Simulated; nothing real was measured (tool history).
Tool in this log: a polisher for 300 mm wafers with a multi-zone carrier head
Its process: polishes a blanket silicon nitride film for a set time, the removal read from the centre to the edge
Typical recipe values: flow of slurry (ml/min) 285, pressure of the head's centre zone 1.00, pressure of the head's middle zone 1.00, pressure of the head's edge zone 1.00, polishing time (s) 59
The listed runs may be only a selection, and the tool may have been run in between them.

| run | day | flow of slurry (ml/min) | pressure of the head's centre zone | pressure of the head's middle zone | pressure of the head's edge zone | polishing time (s) | wafers since the last listed run | wafers polished on this pad | hours since the slurry nozzle was cleaned | hours since the centre zone pressure was calibrated | hours since the edge zone pressure was calibrated | hours since the carrier head's membrane was replaced | incoming thickness of the incoming film, nm | film removed at the wafer's centre (Å) | film removed at mid-radius (Å) | film removed at the wafer's edge (Å) |
|---|---|---|---|---|---|---|---|---|---|---|---|---|---|---|---|---|
| 1 | 0.000 | 285 | 1.00 | 1.00 | 1.00 | 59 | 0 | 59 | 577.4 | 415.3 | 523.2 | 18.4 | 885.2 | 1023 | 1079 | 1072 |
| 2 | 0.396 | 285 | 1.00 | 1.00 | 1.00 | 59 | 115 | 174 | 586.9 | 424.8 | 532.7 | 27.9 | 876.1 | 1016 | 1061 | 1062 |
| 3 | 0.746 | 285 | 1.00 | 1.00 | 1.00 | 59 | 101 | 276 | 595.3 | 433.2 | 541.1 | 36.3 | 889.7 | 1009 | 1057 | 1058 |
| 4 | 1.079 | 285 | 1.00 | 1.00 | 1.00 | 59 | 97 | 373 | 603.3 | 441.2 | 549.1 | 44.3 | 876.6 | 1010 | 1058 | 1071 |
| 5 | 1.829 | 285 | 1.00 | 1.00 | 1.00 | 59 | 218 | 592 | 621.3 | 459.2 | 567.1 | 62.3 | 886.6 | 996 | 1062 | 1037 |
| 6 | 2.217 | 200 | 1.11 | 1.11 | 0.90 | 59 | 112 | 705 | 630.6 | 468.5 | 576.4 | 71.6 | 888.3 | 1062 | 1104 | 972 |
|  | 2.475 | edge zone pressure recalibrated |
| 7 | 2.575 | 285 | 0.95 | 1.00 | 1.00 | 53 | 80 | 785 | 639.2 | 477.1 | 2.4 | 80.2 | 877.3 | 840 | 951 | 941 |
| 8 | 3.279 | 285 | 1.00 | 1.00 | 1.00 | 41 | 205 | 990 | 656.1 | 494.0 | 19.3 | 97.1 | 876.6 | 677 | 717 | 709 |
|  | 3.388 | slurry nozzle cleaned |
|  | 3.946 | worn pad replaced by a new one |
| 9 | 3.967 | 285 | 1.00 | 1.00 | 1.00 | 59 | 139 | 6 | 13.9 | 510.5 | 35.8 | 113.6 | 891.7 | 1017 | 1058 | 1053 |
| 10 | 4.558 | 285 | 1.00 | 1.00 | 1.00 | 59 | 172 | 178 | 28.1 | 524.7 | 50.0 | 127.8 | 876.8 | 1003 | 1072 | 1086 |
| 11 | 4.938 | 250 | 1.00 | 1.00 | 1.10 | 59 | 110 | 288 | 37.2 | 533.8 | 59.1 | 136.9 | 890.0 | 1003 | 1060 | 1098 |
| 12 | 5.512 | 285 | 1.00 | 1.05 | 1.00 | 59 | 167 | 456 | 51.0 | 547.6 | 72.9 | 150.7 | 896.4 | 994 | 1111 | 1066 |
| 13 | 5.958 | 285 | 1.00 | 1.00 | 0.95 | 59 | 129 | 586 | 61.7 | 558.3 | 83.6 | 161.4 | 877.3 | 989 | 1061 | 1031 |
| 14 | 6.250 | 235 | 1.12 | 1.00 | 1.00 | 59 | 84 | 671 | 68.7 | 565.3 | 90.6 | 168.4 | 875.3 | 1089 | 1054 | 1026 |
|  | 6.742 | centre zone pressure recalibrated |
| 15 | 6.875 | 285 | 1.06 | 1.00 | 1.00 | 59 | 157 | 828 | 83.7 | 3.2 | 105.6 | 183.4 | 890.5 | 1042 | 1036 | 1028 |
| 16 | 7.371 | 225 | 1.05 | 1.06 | 1.08 | 59 | 144 | 973 | 95.6 | 15.1 | 117.5 | 195.3 | 883.1 | 1011 | 1044 | 1025 |
| 17 | 7.704 | 285 | 1.00 | 1.06 | 1.07 | 59 | 97 | 1070 | 103.6 | 23.1 | 125.5 | 203.3 | 865.8 | 979 | 1064 | 1028 |
| 18 | 8.250 | 230 | 1.00 | 1.00 | 1.00 | 59 | 158 | 1229 | 116.7 | 36.2 | 138.6 | 216.4 | 881.0 | 947 | 963 | 992 |
| 19 | 8.646 | 285 | 1.00 | 0.94 | 0.88 | 77 | 115 | 1344 | 126.2 | 45.7 | 148.1 | 225.9 | 872.8 | 1231 | 1232 | 1185 |
|  | 9.404 | worn pad replaced by a new one |
| 20 | 9.425 | 235 | 1.12 | 1.00 | 1.00 | 59 | 178 | 6 | 144.9 | 64.4 | 166.8 | 244.6 | 885.0 | 1114 | 1046 | 1083 |
| 21 | 10.038 | 285 | 1.00 | 1.00 | 1.00 | 59 | 178 | 185 | 159.6 | 79.1 | 181.5 | 259.3 | 870.4 | 1008 | 1053 | 1066 |
| 22 | 10.542 | 375 | 0.91 | 1.00 | 1.00 | 77 | 146 | 331 | 171.7 | 91.2 | 193.6 | 271.4 | 878.5 | 1240 | 1413 | 1378 |

Each row is a separate what-if for the run after 22, all from the same tool condition, not one after another. Results?
| A | 10.558 | 285 | 1.00 | 1.07 | 1.00 | 59 | 4 | 336 | 172.1 | 91.6 | 194.0 | 271.8 | 866.2 | ? | ? | ? |
| B | 10.558 | 285 | 0.90 | 0.97 | 1.00 | 54 | 4 | 336 | 172.1 | 91.6 | 194.0 | 271.8 | 866.2 | ? | ? | ? |
| C | 10.558 | 255 | 1.00 | 1.00 | 1.05 | 59 | 4 | 336 | 172.1 | 91.6 | 194.0 | 271.8 | 866.2 | ? | ? | ? |
| D | 10.558 | 285 | 1.11 | 1.00 | 1.00 | 59 | 4 | 336 | 172.1 | 91.6 | 194.0 | 271.8 | 866.2 | ? | ? | ? |

| run | film removed at the wafer's centre (Å) | film removed at mid-radius (Å) | film removed at the wafer's edge (Å) |
|---|---|---|---|
| A | 1013 | 1134 | 1045 |
| B | 833 | 959 | 958 |
| C | 1001 | 1062 | 1063 |
| D | 1124 | 1072 | 1046 |
Without the tool's unlogged condition, the same runs would have read:
| run | film removed at the wafer's centre (Å) | film removed at mid-radius (Å) | film removed at the wafer's edge (Å) |
|---|---|---|---|
| A | 1022 | 1144 | 1055 |
| B | 841 | 967 | 967 |
| C | 1010 | 1072 | 1073 |
| D | 1135 | 1082 | 1056 |
